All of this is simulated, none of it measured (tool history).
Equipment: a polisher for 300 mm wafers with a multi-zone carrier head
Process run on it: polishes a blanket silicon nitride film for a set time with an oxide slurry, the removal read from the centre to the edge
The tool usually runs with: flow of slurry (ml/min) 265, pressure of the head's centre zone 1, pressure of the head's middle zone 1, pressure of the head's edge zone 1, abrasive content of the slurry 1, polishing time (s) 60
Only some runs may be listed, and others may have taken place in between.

run,hour,flow of slurry (ml/min),pressure of the head's centre zone,pressure of the head's middle zone,pressure of the head's edge zone,abrasive content of the slurry,polishing time (s),"incoming thickness of the incoming film, nm",film removed at the wafer's centre (Å),film removed at mid-radius (Å),film removed at the wafer's edge (Å)
1,0,265,1,1,1,1,74,499.9,430,430,433
# hour 7: slurry nozzle cleaned
2,18,265,1,1,1,1,74,496.4,428,423,432
3,27.9,265,1.03,1,1,1,60,491.7,358,343,344
4,34.8,265,1,1,1,1,60,496.9,338,333,346
5,52,265,0.97,1,1,1,60,502.5,326,338,339
6,60.3,265,1.03,1,1,1,74,490.3,431,411,415
7,74.9,360,1,1,1,0.9,60,503.2,319,321,324
8,81.6,190,1,1.11,1.1,0.8,60,509.8,281,304,301
9,98.8,265,1,1,1,1,60,498.3,324,323,327
# hour 112.8: worn pad replaced by a new one
10,113.3,265,1,1,1.11,1,76,504.5,444,453,474
11,117.2,265,1,0.92,1,0.8,60,499.1,314,292,322
12,123.4,200,1.1,1,1,1,60,501.1,366,334,344
13,130.7,265,1,0.96,1.09,1,78,489.9,445,438,480
14,142.1,265,1,1,1,1,60,508.2,350,344,353
15,148.2,240,0.91,1,1,1,42,502.6,218,241,245
# hour 155.9: edge zone pressure recalibrated
16,164,265,0.93,1,1,1,60,493.3,317,339,350
17,174.2,300,1,1,1,1,44,505.7,250,250,254
18,191.7,300,1,0.91,1.08,0.85,60,509.4,308,287,330
19,229.7,265,1,1.07,1,1.1,60,490.7,344,354,340
20,242.1,265,1,1,1,1,60,491,318,320,327
21,257.2,265,1,0.96,0.95,1.25,51,507.3,291,285,295
22,266.9,265,1,1,0.93,1,60,498.1,319,310,304
# hour 274.6: worn pad replaced by a new one
23,276,195,1,1,1,1.1,43,501.4,252,254,255

Each row is a separate what-if for the run after 23, all from the same tool condition, not one after another. Results?
A,276.4,310,1,1,1,1,60,495.2,?,?,?
B,276.4,265,0.89,1,0.91,1.15,74,495.2,?,?,?
C,276.4,295,1,1,1,1,73,495.2,?,?,?

run,film removed at the wafer's centre (Å),film removed at mid-radius (Å),film removed at the wafer's edge (Å)
A,352,363,367
B,402,467,454
C,426,439,445
Without the tool's hidden state the same runs would have given:
run,film removed at the wafer's centre (Å),film removed at mid-radius (Å),film removed at the wafer's edge (Å)
A,354,365,369
B,405,470,457
C,428,441,447
